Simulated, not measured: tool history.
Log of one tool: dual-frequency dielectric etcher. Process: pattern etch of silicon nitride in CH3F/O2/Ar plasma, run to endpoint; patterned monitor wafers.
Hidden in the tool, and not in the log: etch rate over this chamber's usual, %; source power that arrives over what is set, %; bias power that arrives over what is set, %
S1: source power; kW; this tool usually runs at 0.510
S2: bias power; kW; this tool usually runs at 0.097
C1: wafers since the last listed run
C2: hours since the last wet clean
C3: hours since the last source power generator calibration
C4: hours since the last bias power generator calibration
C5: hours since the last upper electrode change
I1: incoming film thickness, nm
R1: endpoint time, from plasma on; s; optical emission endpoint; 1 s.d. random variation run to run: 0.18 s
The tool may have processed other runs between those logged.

Run 1, day 0.000: usual settings but S1 0.430 kW; C1 0; C2 187.8; C3 1996.8; C4 2914.5; C5 2493.9; I1 19.76. Result: R1 27.9 s.
Run 2, day 0.421: usual settings but S1 0.430 kW; C1 105; C2 197.9; C3 2006.9; C4 2924.6; C5 2504.0; I1 19.68. Result: R1 27.5 s.
Run 3, day 1.171: usual settings; C1 188; C2 215.9; C3 2024.9; C4 2942.6; C5 2522.0; I1 19.96. Result: R1 25.7 s.
Run 4, day 1.642: usual settings; C1 118; C2 227.2; C3 2036.2; C4 2953.9; C5 2533.3; I1 19.84. Result: R1 25.4 s.
Run 5, day 2.150: usual settings but S2 0.104 kW; C1 127; C2 239.4; C3 2048.4; C4 2966.1; C5 2545.5; I1 19.63. Result: R1 24.4 s.
Run 6, day 2.758: usual settings but S1 0.470 kW, S2 0.081 kW; C1 153; C2 254.0; C3 2063.0; C4 2980.7; C5 2560.1; I1 19.65. Result: R1 28.3 s.
Run 7, day 3.396: usual settings but S1 0.470 kW, S2 0.081 kW; C1 160; C2 269.3; C3 2078.3; C4 2996.0; C5 2575.4; I1 19.66. Result: R1 28.1 s.
Run 8, day 3.667: usual settings but S1 0.470 kW, S2 0.081 kW; C1 68; C2 275.8; C3 2084.8; C4 3002.5; C5 2581.9; I1 19.69. Result: R1 28.1 s.
Run 9, day 3.971: usual settings but S1 0.600 kW, S2 0.113 kW; C1 76; C2 283.1; C3 2092.1; C4 3009.8; C5 2589.2; I1 19.40. Result: R1 21.5 s.
Run 10, day 4.275: usual settings; C1 76; C2 290.4; C3 2099.4; C4 3017.1; C5 2596.5; I1 19.61. Result: R1 25.0 s.
Run 11, day 5.292: usual settings; C1 255; C2 314.8; C3 2123.8; C4 3041.5; C5 2620.9; I1 19.68. Result: R1 24.9 s.
Run 12, day 5.629: usual settings; C1 84; C2 322.9; C3 2131.9; C4 3049.6; C5 2629.0; I1 19.77. Result: R1 25.2 s.
Run 13, day 5.992: usual settings but S1 0.480 kW; C1 91; C2 331.6; C3 2140.6; C4 3058.3; C5 2637.7; I1 19.85. Result: R1 25.8 s.
At day 7.221: upper electrode replaced, of another model than before.
At day 7.279: source power generator calibrated.
At day 7.725: wet clean of the chamber.
Run 14, day 7.746: usual settings; C1 62; C2 0.5; C3 11.2; C4 3100.4; C5 12.6; I1 19.98. Result: R1 26.1 s.
Run 15, day 7.758: usual settings; C1 3; C2 0.8; C3 11.5; C4 3100.7; C5 12.9; I1 19.97. Result: R1 26.2 s.
Run 16, day 7.896: usual settings; C1 34; C2 4.1; C3 14.8; C4 3104.0; C5 16.2; I1 19.81. Result: R1 25.7 s.
At day 8.062: bias power generator calibrated.
Run 17, day 8.188: usual settings but S1 0.440 kW, S2 0.089 kW; C1 31; C2 11.1; C3 21.8; C4 3.0; C5 23.2; I1 19.78. Result: R1 27.6 s.
Run 18, day 8.808: usual settings but S2 0.121 kW; C1 156; C2 26.0; C3 36.7; C4 17.9; C5 38.1; I1 19.78. Result: R1 24.0 s.
Run 19, day 9.075: usual settings; C1 67; C2 32.4; C3 43.1; C4 24.3; C5 44.5; I1 20.05. Result: R1 26.3 s.
Run 20, day 9.683: usual settings but S1 0.400 kW, S2 0.078 kW; C1 153; C2 47.0; C3 57.7; C4 38.9; C5 59.1; I1 19.94. Result: R1 29.2 s.
Run 21, day 10.046: usual settings but S1 0.630 kW, S2 0.111 kW; C1 91; C2 55.7; C3 66.4; C4 47.6; C5 67.8; I1 19.68. Result: R1 23.5 s.
Run 22, day 10.562: usual settings but S1 0.450 kW, S2 0.084 kW; C1 130; C2 68.1; C3 78.8; C4 60.0; C5 80.2; I1 19.88. Result: R1 27.5 s.
Run 23, day 10.867: usual settings; C1 76; C2 75.4; C3 86.1; C4 67.3; C5 87.5; I1 19.82. Result: R1 25.8 s.
Run 24, day 11.333: usual settings; C1 117; C2 86.6; C3 97.3; C4 78.5; C5 98.7; I1 19.86. Result: R1 25.4 s.
Run 25, day 12.067: usual settings but S1 0.570 kW, S2 0.111 kW; C1 184; C2 104.2; C3 114.9; C4 96.1; C5 116.3; I1 19.86. Result: R1 24.0 s.
Run 26, day 12.533: usual settings but S2 0.118 kW; C1 117; C2 115.4; C3 126.1; C4 107.3; C5 127.5; I1 19.83. Result: R1 24.4 s.
Run 27, day 14.221: usual settings but S1 0.400 kW, S2 0.078 kW; C1 424; C2 155.9; C3 166.6; C4 147.8; C5 168.0; I1 19.81. Result: R1 28.8 s.
Run 28, day 14.833: usual settings but S1 0.470 kW, S2 0.089 kW; C1 154; C2 170.6; C3 181.3; C4 162.5; C5 182.7; I1 19.64. Result: R1 26.6 s.
Run 29, day 15.379: usual settings but S1 0.400 kW, S2 0.117 kW; C1 137; C2 183.7; C3 194.4; C4 175.6; C5 195.8; I1 19.79. Result: R1 25.1 s.
Run 30, day 15.796: usual settings but S1 0.630 kW, S2 0.082 kW; C1 104; C2 193.7; C3 204.4; C4 185.6; C5 205.8; I1 19.97. Result: R1 25.3 s.
Run 31, day 16.058: usual settings but S1 0.590 kW, S2 0.081 kW; C1 66; C2 200.0; C3 210.7; C4 191.9; C5 212.1; I1 19.91. Result: R1 25.8 s.
Run 32, day 16.758: usual settings but S1 0.420 kW, S2 0.108 kW; C1 176; C2 216.8; C3 227.5; C4 208.7; C5 228.9; I1 19.90. Result: R1 25.6 s.

Selected run-to-run steps in R1, each split into two signed amounts: the part the tool would show with no hidden state at all (from settings, incoming material and random variation), and the remainder, which goes to the hidden state together with any gauge scatter not common to the measured and the hidden-state-free results:
Run 5 -> 6: S1 0.510 -> 0.470, S2 0.104 -> 0.081. R1 +3.9 s: hidden state -0.2, all else +4.1.
Run 8 -> 9: S1 0.470 -> 0.600, S2 0.081 -> 0.113. R1 -6.6 s: hidden state +0.2, all else -6.8.
Run 13 -> 14: S1 0.480 -> 0.510, upper electrode replaced, of another model than before, source power generator calibrated, wet clean of the chamber. R1 +0.3 s: hidden state +0.7, all else -0.4.
Run 20 -> 21: S1 0.400 -> 0.630, S2 0.078 -> 0.111. R1 -5.7 s: hidden state +0.0, all else -5.7.
Run 26 -> 27: S1 0.510 -> 0.400, S2 0.118 -> 0.078. R1 +4.4 s: hidden state -0.3, all else +4.7.

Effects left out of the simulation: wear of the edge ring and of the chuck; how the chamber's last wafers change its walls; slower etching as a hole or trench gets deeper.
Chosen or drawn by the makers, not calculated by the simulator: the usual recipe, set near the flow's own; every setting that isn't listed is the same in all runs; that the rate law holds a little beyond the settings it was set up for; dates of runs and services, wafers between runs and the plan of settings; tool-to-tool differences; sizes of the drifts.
